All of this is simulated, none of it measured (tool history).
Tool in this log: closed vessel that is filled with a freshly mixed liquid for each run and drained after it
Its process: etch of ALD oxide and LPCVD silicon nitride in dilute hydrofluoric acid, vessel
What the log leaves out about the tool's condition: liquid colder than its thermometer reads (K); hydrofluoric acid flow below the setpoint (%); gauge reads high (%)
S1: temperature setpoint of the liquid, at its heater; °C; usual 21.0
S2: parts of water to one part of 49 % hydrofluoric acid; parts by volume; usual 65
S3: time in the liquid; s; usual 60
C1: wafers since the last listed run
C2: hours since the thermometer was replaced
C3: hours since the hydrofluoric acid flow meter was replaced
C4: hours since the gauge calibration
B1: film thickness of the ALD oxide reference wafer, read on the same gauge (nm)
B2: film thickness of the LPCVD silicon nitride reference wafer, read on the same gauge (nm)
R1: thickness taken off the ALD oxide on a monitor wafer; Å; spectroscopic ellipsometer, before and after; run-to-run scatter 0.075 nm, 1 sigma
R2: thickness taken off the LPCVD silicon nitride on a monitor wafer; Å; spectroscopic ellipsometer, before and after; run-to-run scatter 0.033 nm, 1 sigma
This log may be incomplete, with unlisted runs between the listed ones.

run    hour    S1  S2  S3     C1      C2      C3      C4     B1      B2     R1     R2
  1     0.0  21.0  45  60      0   899.2  2029.3   949.7  49.98  59.962  258.2   5.55
  2    61.3  21.0  45  60   8487   960.5  2090.6  1011.0  50.02  60.001  259.9   5.50
  3   120.7  21.0  55  60   8224  1019.9  2150.0  1070.4  50.00  59.976  207.6   3.99
  4   159.8  21.0  65  60   5413  1059.0  2189.1  1109.5  50.03  60.000  174.1   4.16
  5   264.5  21.0  65  60  14496  1163.7  2293.8  1214.2  50.02  59.980  172.2   4.06
  6   306.6  21.0  65  60   5829  1205.8  2335.9  1256.3  50.00  59.966  172.6   3.68
  7   355.5  17.5  65  50   6770  1254.7  2384.8  1305.2  50.02  60.030  123.8   2.56
  8   420.4  17.5  65  50   8985  1319.6  2449.7  1370.1  49.98  59.989  124.0   2.67
  9   514.5  17.5  65  50  13028  1413.7  2543.8  1464.2  50.00  59.985  122.8   2.64
      517.0  -- hydrofluoric acid flow meter replaced
 10   584.3  21.0  65  60   9525  1483.5    67.3  1534.0  49.99  59.984  177.0   3.81
 11   687.9  21.0  65  40  14344  1587.1   170.9  1637.6  49.98  60.023  116.6   2.73
 12   748.1  21.0  65  60   8335  1647.3   231.1  1697.8  49.98  60.017  175.3   4.47
      800.0  -- gauge calibrated
 13   850.6  21.0  75  40  14191  1749.8   333.6    50.6  49.98  60.001   99.9   2.13
 14   958.6  21.0  65  60  14953  1857.8   441.6   158.6  49.95  59.986  174.1   4.05
     1028.4  -- thermometer replaced
 15  1062.7  21.0  35  60  14274    34.3   545.7   262.7  49.96  60.047  351.6   6.96
 16  1167.2  21.0  80  90  14468   138.8   650.2   367.2  50.02  59.987  216.9   5.27
 17  1260.5  22.5  35  85  12918   232.1   743.5   460.5  49.98  59.978  532.2  11.93
 18  1339.5  18.0  65  60  10938   311.1   822.5   539.5  49.99  60.016  158.8   3.46

3 ways to go on from here, each from the tool as it stands after run 18. What would each give?
  A  1340.2  21.0  65  60  96  311.8  823.2  540.2   ?   ?   ?   ?
  B  1340.2  21.0  55  85  96  311.8  823.2  540.2   ?   ?   ?   ?
  C  1340.2  23.0  45  50  96  311.8  823.2  540.2   ?   ?   ?   ?

run     B1      B2     R1    R2
  A  50.03  59.977  180.6  4.10
  B  50.03  59.977  306.1  6.84
  C  50.03  59.977  242.3  5.61
What these runs would have given with no unlogged condition in the tool:
run     R1    R2
  A  185.3  4.23
  B  314.1  7.05
  C  248.6  5.79
